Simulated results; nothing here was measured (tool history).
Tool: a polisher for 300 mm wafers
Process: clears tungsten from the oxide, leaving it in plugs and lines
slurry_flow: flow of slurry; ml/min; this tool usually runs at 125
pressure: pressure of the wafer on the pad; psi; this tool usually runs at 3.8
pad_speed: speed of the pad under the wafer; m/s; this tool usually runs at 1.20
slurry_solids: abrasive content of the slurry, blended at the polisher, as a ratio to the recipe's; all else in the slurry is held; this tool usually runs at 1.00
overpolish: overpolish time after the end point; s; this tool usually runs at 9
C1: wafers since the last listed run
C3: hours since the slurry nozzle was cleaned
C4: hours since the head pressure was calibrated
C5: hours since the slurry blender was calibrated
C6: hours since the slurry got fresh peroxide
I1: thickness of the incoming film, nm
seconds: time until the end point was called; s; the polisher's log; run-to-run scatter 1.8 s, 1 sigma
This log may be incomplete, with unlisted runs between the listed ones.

{"run": 1, "hour": 0.0, "slurry_flow": 125, "pressure": 3.8, "pad_speed": 1.2, "slurry_solids": 1.0, "overpolish": 9, "C1": 0, "wafers polished on this pad": 1836, "C3": 102.7, "C4": 928.2, "C5": 576.0, "C6": 68.9, "I1": 437.8, "seconds": 105.8}
{"run": 2, "hour": 92.7, "slurry_flow": 125, "pressure": 3.8, "pad_speed": 1.2, "slurry_solids": 1.0, "overpolish": 9, "C1": 668, "wafers polished on this pad": 2505, "C3": 195.4, "C4": 1020.9, "C5": 668.7, "C6": 161.6, "I1": 448.6, "seconds": 108.0}
{"hour": 130.7, "done": "slurry blender recalibrated"}
{"run": 3, "hour": 196.4, "slurry_flow": 125, "pressure": 3.8, "pad_speed": 1.2, "slurry_solids": 1.0, "overpolish": 9, "C1": 733, "wafers polished on this pad": 3238, "C3": 299.1, "C4": 1124.6, "C5": 65.7, "C6": 265.3, "I1": 444.1, "seconds": 100.1}
{"run": 4, "hour": 254.9, "slurry_flow": 125, "pressure": 3.8, "pad_speed": 1.54, "slurry_solids": 1.0, "overpolish": 9, "C1": 421, "wafers polished on this pad": 3660, "C3": 357.6, "C4": 1183.1, "C5": 124.2, "C6": 323.8, "I1": 445.3, "seconds": 88.0}
{"run": 5, "hour": 332.4, "slurry_flow": 95, "pressure": 3.8, "pad_speed": 0.82, "slurry_solids": 1.3, "overpolish": 7, "C1": 558, "wafers polished on this pad": 4219, "C3": 435.1, "C4": 1260.6, "C5": 201.7, "C6": 401.3, "I1": 436.8, "seconds": 143.7}
{"run": 6, "hour": 395.7, "slurry_flow": 110, "pressure": 3.8, "pad_speed": 1.2, "slurry_solids": 1.0, "overpolish": 9, "C1": 456, "wafers polished on this pad": 4675, "C3": 498.4, "C4": 1323.9, "C5": 265.0, "C6": 464.6, "I1": 437.3, "seconds": 115.6}
{"hour": 444.6, "done": "worn pad replaced by a new one"}
{"run": 7, "hour": 469.4, "slurry_flow": 100, "pressure": 2.7, "pad_speed": 1.06, "slurry_solids": 1.0, "overpolish": 12, "C1": 502, "wafers polished on this pad": 178, "C3": 572.1, "C4": 1397.6, "C5": 338.7, "C6": 538.3, "I1": 439.8, "seconds": 181.0}
{"run": 8, "hour": 556.0, "slurry_flow": 125, "pressure": 3.8, "pad_speed": 1.2, "slurry_solids": 1.0, "overpolish": 13, "C1": 624, "wafers polished on this pad": 803, "C3": 658.7, "C4": 1484.2, "C5": 425.3, "C6": 624.9, "I1": 445.5, "seconds": 124.5}
{"hour": 575.4, "done": "head pressure recalibrated"}
{"hour": 577.5, "done": "slurry nozzle cleaned"}
{"hour": 645.6, "done": "slurry tank refilled with fresh slurry and peroxide"}
{"run": 9, "hour": 655.2, "slurry_flow": 125, "pressure": 2.7, "pad_speed": 1.2, "slurry_solids": 1.0, "overpolish": 9, "C1": 686, "wafers polished on this pad": 1489, "C3": 77.7, "C4": 79.8, "C5": 524.5, "C6": 9.6, "I1": 438.1, "seconds": 141.3}
{"hour": 711.6, "done": "slurry blender recalibrated"}
{"run": 10, "hour": 734.6, "slurry_flow": 160, "pressure": 3.8, "pad_speed": 1.2, "slurry_solids": 1.2, "overpolish": 9, "C1": 558, "wafers polished on this pad": 2047, "C3": 157.1, "C4": 159.2, "C5": 23.0, "C6": 89.0, "I1": 436.5, "seconds": 84.9}
{"run": 11, "hour": 830.7, "slurry_flow": 160, "pressure": 2.8, "pad_speed": 1.2, "slurry_solids": 0.75, "overpolish": 14, "C1": 693, "wafers polished on this pad": 2740, "C3": 253.2, "C4": 255.3, "C5": 119.1, "C6": 185.1, "I1": 436.5, "seconds": 133.3}
{"run": 12, "hour": 876.0, "slurry_flow": 90, "pressure": 3.8, "pad_speed": 1.2, "slurry_solids": 0.8, "overpolish": 12, "C1": 326, "wafers polished on this pad": 3067, "C3": 298.5, "C4": 300.6, "C5": 164.4, "C6": 230.4, "I1": 445.0, "seconds": 124.5}
{"run": 13, "hour": 983.8, "slurry_flow": 125, "pressure": 3.8, "pad_speed": 1.44, "slurry_solids": 1.2, "overpolish": 4, "C1": 777, "wafers polished on this pad": 3845, "C3": 406.3, "C4": 408.4, "C5": 272.2, "C6": 338.2, "I1": 442.3, "seconds": 91.2}
{"run": 14, "hour": 1056.8, "slurry_flow": 100, "pressure": 3.8, "pad_speed": 1.2, "slurry_solids": 1.0, "overpolish": 9, "C1": 526, "wafers polished on this pad": 4371, "C3": 479.3, "C4": 481.4, "C5": 345.2, "C6": 411.2, "I1": 435.9, "seconds": 119.8}
{"hour": 1089.2, "done": "worn pad replaced by a new one"}
{"run": 15, "hour": 1110.9, "slurry_flow": 165, "pressure": 3.1, "pad_speed": 1.5, "slurry_solids": 1.1, "overpolish": 9, "C1": 361, "wafers polished on this pad": 156, "C3": 533.4, "C4": 535.5, "C5": 399.3, "C6": 465.3, "I1": 444.8, "seconds": 108.3}
{"run": 16, "hour": 1170.6, "slurry_flow": 125, "pressure": 3.1, "pad_speed": 1.2, "slurry_solids": 1.0, "overpolish": 9, "C1": 430, "wafers polished on this pad": 587, "C3": 593.1, "C4": 595.2, "C5": 459.0, "C6": 525.0, "I1": 436.2, "seconds": 139.2}
{"hour": 1235.5, "done": "slurry nozzle cleaned"}
{"run": 17, "hour": 1261.3, "slurry_flow": 125, "pressure": 3.8, "pad_speed": 1.38, "slurry_solids": 1.0, "overpolish": 12, "C1": 646, "wafers polished on this pad": 1233, "C3": 25.8, "C4": 685.9, "C5": 549.7, "C6": 615.7, "I1": 436.5, "seconds": 91.0}
{"hour": 1283.8, "done": "slurry tank refilled with fresh slurry and peroxide"}
{"run": 18, "hour": 1308.7, "slurry_flow": 125, "pressure": 3.8, "pad_speed": 1.2, "slurry_solids": 1.0, "overpolish": 9, "C1": 334, "wafers polished on this pad": 1568, "C3": 73.2, "C4": 733.3, "C5": 597.1, "C6": 24.9, "I1": 440.7, "seconds": 101.5}

Forecast run 19:
{"hour": 1344.6, "done": "slurry blender recalibrated"}
{"run": 19, "hour": 1354.5, "slurry_flow": 125, "pressure": 3.8, "pad_speed": 1.2, "slurry_solids": 1.0, "overpolish": 7, "C1": 315, "wafers polished on this pad": 1884, "C3": 119.0, "C4": 779.1, "C5": 9.9, "C6": 70.7, "I1": 443.7, "seconds": "?"}

seconds: 94.3 s
If the tool had no hidden condition, the same run with the same run-to-run variation would have returned seconds 92.0 s.
